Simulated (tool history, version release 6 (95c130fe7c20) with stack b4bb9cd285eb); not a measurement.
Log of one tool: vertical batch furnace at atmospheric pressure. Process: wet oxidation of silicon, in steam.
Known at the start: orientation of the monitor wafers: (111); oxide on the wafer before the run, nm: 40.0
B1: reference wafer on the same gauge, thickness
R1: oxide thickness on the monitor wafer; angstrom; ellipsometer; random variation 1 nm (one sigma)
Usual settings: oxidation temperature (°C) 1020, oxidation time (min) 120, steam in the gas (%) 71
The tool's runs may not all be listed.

Run 1, day 0: usual settings but steam in the gas (%) 65; B1 747.38. Result: R1 6279.4 angstrom.
Run 2, day 0.558: usual settings but steam in the gas (%) 65; B1 747.03. Result: R1 6250 angstrom.
Run 3, day 1.267: usual settings but steam in the gas (%) 65; B1 747.2. Result: R1 6272.5 angstrom.
Run 4, day 1.729: usual settings but oxidation temperature (°C) 1011; B1 746.47. Result: R1 6309.5 angstrom.
Run 5, day 4.296: usual settings but oxidation temperature (°C) 1011; B1 746.92. Result: R1 6312.2 angstrom.
Run 6, day 4.854: usual settings but oxidation temperature (°C) 1011; B1 747.13. Result: R1 6286.9 angstrom.
Run 7, day 5.583: usual settings but oxidation temperature (°C) 1010; B1 747.09. Result: R1 6258.6 angstrom.
Run 8, day 5.95: usual settings but oxidation time (min) 97; B1 747.01. Result: R1 5808.5 angstrom.
Run 9, day 6.888: usual settings but oxidation time (min) 97; B1 747.18. Result: R1 5807.5 angstrom.
Run 10, day 7.475: usual settings but oxidation time (min) 97; B1 746.96. Result: R1 5800.9 angstrom.
At day 9.088: thermocouples replaced and temperature profile calibrated.
Run 11, day 9.108: usual settings but oxidation temperature (°C) 1008, oxidation time (min) 152.5; B1 747.37. Result: R1 7106.5 angstrom.
Run 12, day 9.358: usual settings; B1 746.81. Result: R1 6526 angstrom.
Run 13, day 9.633: usual settings; B1 746.79. Result: R1 6545.1 angstrom.
Run 14, day 11.583: usual settings; B1 747.19. Result: R1 6529.2 angstrom.
At day 13.242: steam generator serviced.
Run 15, day 13.262: usual settings; B1 746.75. Result: R1 6855 angstrom.
Run 16, day 13.508: usual settings; B1 746.85. Result: R1 6853.3 angstrom.
Run 17, day 13.804: usual settings but oxidation temperature (°C) 1013, oxidation time (min) 140, steam in the gas (%) 65; B1 747.09. Result: R1 6898.1 angstrom.
Run 18, day 14.592: usual settings but oxidation temperature (°C) 1004, oxidation time (min) 177; B1 747.56. Result: R1 7972.4 angstrom.
Run 19, day 15.629: usual settings; B1 746.77. Result: R1 6838.1 angstrom.
Run 20, day 16.333: usual settings but oxidation temperature (°C) 1041, oxidation time (min) 86.5; B1 747.08. Result: R1 6240 angstrom.
At day 16.408: gauge calibrated.
Run 21, day 17.333: usual settings but oxidation time (min) 142; B1 746.7. Result: R1 7534.8 angstrom.
Run 22, day 18.208: usual settings; B1 747.11. Result: R1 6861.9 angstrom.
Run 23, day 18.838: usual settings but oxidation temperature (°C) 1040, oxidation time (min) 174.5; B1 747.08. Result: R1 9141.8 angstrom.
Run 24, day 19.233: usual settings but oxidation temperature (°C) 1002, oxidation time (min) 86, steam in the gas (%) 66; B1 747.3. Result: R1 4966.9 angstrom.
Run 25, day 19.933: usual settings but oxidation temperature (°C) 1029, oxidation time (min) 178.5; B1 747.33. Result: R1 8867.1 angstrom.
Run 26, day 20.321: usual settings but oxidation temperature (°C) 1004, oxidation time (min) 151, steam in the gas (%) 74; B1 747.07. Result: R1 7423.9 angstrom.
Run 27, day 21.329: usual settings but oxidation temperature (°C) 1002, oxidation time (min) 91; B1 747.55. Result: R1 5371.4 angstrom.
Run 28, day 22.071: usual settings; B1 746.65. Result: R1 6844 angstrom.
Run 29, day 22.571: usual settings; B1 747.59. Result: R1 6871 angstrom.
Run 30, day 22.979: usual settings but oxidation temperature (°C) 997, oxidation time (min) 149, steam in the gas (%) 64; B1 747.11. Result: R1 6580.4 angstrom.
Run 31, day 24.038: usual settings but steam in the gas (%) 60; B1 747.08. Result: R1 6222.5 angstrom.
Run 32, day 24.438: usual settings; B1 747.16. Result: R1 6835.7 angstrom.

The tool's hidden state at each run:
true tube temperature minus thermocouple reading, K: 0 in every run
gauge reads high (%): 0 in every run
H1: steam share off its setpoint, % of the setpoint
run     H1
  1  -7.96
  2  -8.02
  3  -8.09
  4  -8.14
  5   -8.4
  6  -8.46
  7  -8.54
  8  -8.58
  9  -8.67
 10  -8.74
 11  -8.91
 12  -8.94
 13  -8.97
 14  -9.18
 15  -1.27
 16  -1.27
 17  -1.27
 18  -1.27
 19  -1.27
 20  -1.27
 21  -1.27
 22  -1.28
 23  -1.28
 24  -1.28
 25  -1.28
 26  -1.28
 27  -1.29
 28  -1.29
 29   -1.3
 30   -1.3
 31  -1.31
 32  -1.31
